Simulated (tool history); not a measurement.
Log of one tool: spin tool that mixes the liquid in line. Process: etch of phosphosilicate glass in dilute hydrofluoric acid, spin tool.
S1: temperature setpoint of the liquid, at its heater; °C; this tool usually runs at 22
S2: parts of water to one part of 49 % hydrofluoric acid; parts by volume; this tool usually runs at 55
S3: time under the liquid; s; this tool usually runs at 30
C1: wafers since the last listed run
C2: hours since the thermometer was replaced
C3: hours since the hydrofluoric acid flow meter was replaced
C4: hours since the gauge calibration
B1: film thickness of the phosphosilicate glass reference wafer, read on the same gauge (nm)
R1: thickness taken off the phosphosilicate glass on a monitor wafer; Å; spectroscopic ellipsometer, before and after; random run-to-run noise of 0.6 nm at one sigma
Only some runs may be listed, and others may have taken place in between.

run,hour,S1,S2,S3,C1,C2,C3,C4,B1,R1
1,0,22,55,30,0,77.4,1617.8,1439.7,100.01,979.8
2,61,22,55,30,494,138.4,1678.8,1500.7,100.01,977.5
3,138.8,22,55,30,630,216.2,1756.6,1578.5,100.02,991.6
4,209.2,19.5,55,20,570,286.6,1827,1648.9,99.99,599.7
5,271.8,19.5,55,20,507,349.2,1889.6,1711.5,100,591.9
6,364.5,19.5,55,20,750,441.9,1982.3,1804.2,99.98,596.9
7,408.8,22,55,30,358,486.2,2026.6,1848.5,100.03,985
8,511.3,22,55,30,830,588.7,2129.1,1951,100.05,999.7
9,619,22,55,30,872,696.4,2236.8,2058.7,99.99,998.1
10,714.3,22,55,30,771,791.7,2332.1,2154,100.01,1004.2
# hour 737.4: hydrofluoric acid flow meter replaced
# hour 745.4: gauge calibrated
11,796,22,55,30,653,873.4,58.6,50.6,100.03,992.8
12,836.4,22,55,30,327,913.8,99,91,100,993.1
13,903.3,22,55,30,541,980.7,165.9,157.9,99.99,1009.8
14,1098.8,22,55,30,1583,1176.2,361.4,353.4,100.01,1000.5
15,1156,23.5,80,30,463,1233.4,418.6,410.6,100.01,712.3
16,1213.8,26.5,30,20,468,1291.2,476.4,468.4,99.99,1528.2
17,1308.4,24.5,70,15,766,1385.8,571,563,99.98,432
18,1372.9,18,30,40,522,1450.3,635.5,627.5,100,2171.9
19,1431.7,22,55,30,476,1509.1,694.3,686.3,100.01,1011.9
# hour 1437.8: thermometer replaced
20,1537.6,22,30,45,849,99.8,800.2,792.2,99.98,2809.6
21,1580.4,18.5,55,30,346,142.6,843,835,100.02,849.9
22,1685,18.5,55,25,847,247.2,947.6,939.6,100.01,709.8
23,1762.3,25,55,35,626,324.5,1024.9,1016.9,99.99,1304.8
24,1839.5,18.5,80,40,625,401.7,1102.1,1094.1,100,753.6
25,1924.1,22,35,30,685,486.3,1186.7,1178.7,100,1606.5
26,2004.7,26,55,25,652,566.9,1267.3,1259.3,100.01,987.3
27,2077.3,22,55,30,588,639.5,1339.9,1331.9,99.99,1005.8
28,2175.6,22,55,45,796,737.8,1438.2,1430.2,100,1493.5

Take each entry between the runs: how does the hidden state at the last listed run before it differ from the hidden state at the first listed run after it?
Run 10 -> run 11: hydrofluoric acid flow meter replaced (hour 737.4); gauge calibrated (hour 745.4)
  liquid hotter than its thermometer reads (K): 0.421 -> 0.455
  difference, measured minus the result without the unlogged condition, R1: +17.4 -> +18.8 Å
Run 19 -> run 20: thermometer replaced (hour 1437.8)
  liquid hotter than its thermometer reads (K): 0.718 -> 0.0885
  difference, measured minus the result without the unlogged condition, R1: +29.8 -> +10.8 Å
